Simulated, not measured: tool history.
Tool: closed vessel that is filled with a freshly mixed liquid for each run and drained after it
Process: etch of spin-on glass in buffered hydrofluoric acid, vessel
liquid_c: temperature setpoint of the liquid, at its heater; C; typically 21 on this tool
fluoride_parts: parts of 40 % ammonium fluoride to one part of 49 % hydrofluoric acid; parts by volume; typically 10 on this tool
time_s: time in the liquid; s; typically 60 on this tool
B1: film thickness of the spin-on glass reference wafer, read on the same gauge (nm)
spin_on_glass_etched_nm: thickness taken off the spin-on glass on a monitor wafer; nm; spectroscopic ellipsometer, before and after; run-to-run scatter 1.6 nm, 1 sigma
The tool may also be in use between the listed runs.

Run 1, hour 0: usual settings but time_s 45 s; B1 130. Result: spin_on_glass_etched_nm 160.91 nm.
Run 2, hour 49.4: usual settings but time_s 45 s; B1 130.01. Result: spin_on_glass_etched_nm 161.25 nm.
Run 3, hour 113.5: usual settings but time_s 45 s; B1 130. Result: spin_on_glass_etched_nm 160.52 nm.
Run 4, hour 176.3: usual settings; B1 129.98. Result: spin_on_glass_etched_nm 214.37 nm.
Run 5, hour 238.5: usual settings; B1 129.99. Result: spin_on_glass_etched_nm 211.54 nm.
At hour 298.1: gauge calibrated.
Run 6, hour 303.7: usual settings; B1 129.99. Result: spin_on_glass_etched_nm 211.69 nm.
At hour 323.1: thermometer replaced.
Run 7, hour 334.8: usual settings but fluoride_parts 11.5 parts by volume; B1 130.01. Result: spin_on_glass_etched_nm 182.2 nm.
Run 8, hour 365.8: usual settings but fluoride_parts 11.5 parts by volume; B1 130.01. Result: spin_on_glass_etched_nm 183.64 nm.
Run 9, hour 406.6: usual settings but fluoride_parts 13 parts by volume, time_s 45 s; B1 129.99. Result: spin_on_glass_etched_nm 120.73 nm.
Run 10, hour 457.8: usual settings but liquid_c 17 C, fluoride_parts 6 parts by volume; B1 129.98. Result: spin_on_glass_etched_nm 268.31 nm.
Run 11, hour 514.6: usual settings but liquid_c 19 C, fluoride_parts 11.5 parts by volume, time_s 30 s; B1 129.98. Result: spin_on_glass_etched_nm 81.5 nm.
Run 12, hour 575: usual settings; B1 130.02. Result: spin_on_glass_etched_nm 208.24 nm.
Run 13, hour 635.6: usual settings but fluoride_parts 6.5 parts by volume, time_s 85 s; B1 129.98. Result: spin_on_glass_etched_nm 432.8 nm.
Run 14, hour 682.6: usual settings but liquid_c 26 C, time_s 30 s; B1 129.99. Result: spin_on_glass_etched_nm 134.18 nm.
At hour 716.6: hydrofluoric acid flow meter replaced.
Run 15, hour 727.8: usual settings; B1 130.03. Result: spin_on_glass_etched_nm 223.85 nm.
Run 16, hour 795.6: usual settings but liquid_c 17 C; B1 129.99. Result: spin_on_glass_etched_nm 178.07 nm.
Run 17, hour 859.2: usual settings but liquid_c 17 C, fluoride_parts 6 parts by volume; B1 130. Result: spin_on_glass_etched_nm 286.96 nm.
Run 18, hour 924.3: usual settings but liquid_c 23.5 C, fluoride_parts 13 parts by volume, time_s 30 s; B1 129.97. Result: spin_on_glass_etched_nm 97.45 nm.

Run-by-run hidden state of the tool:
liquid colder than its thermometer reads (K): 0, the same for each run
gauge reads high (%): 0, the same for each run
H1: hydrofluoric acid flow below the setpoint (%)
run     H1
  1    4.5
  2   4.87
  3   5.36
  4   5.84
  5   6.31
  6    6.8
  7   7.04
  8   7.28
  9   7.59
 10   7.98
 11   8.41
 12   8.87
 13   9.33
 14   9.68
 15  0.785
 16    1.3
 17   1.78
 18   2.28

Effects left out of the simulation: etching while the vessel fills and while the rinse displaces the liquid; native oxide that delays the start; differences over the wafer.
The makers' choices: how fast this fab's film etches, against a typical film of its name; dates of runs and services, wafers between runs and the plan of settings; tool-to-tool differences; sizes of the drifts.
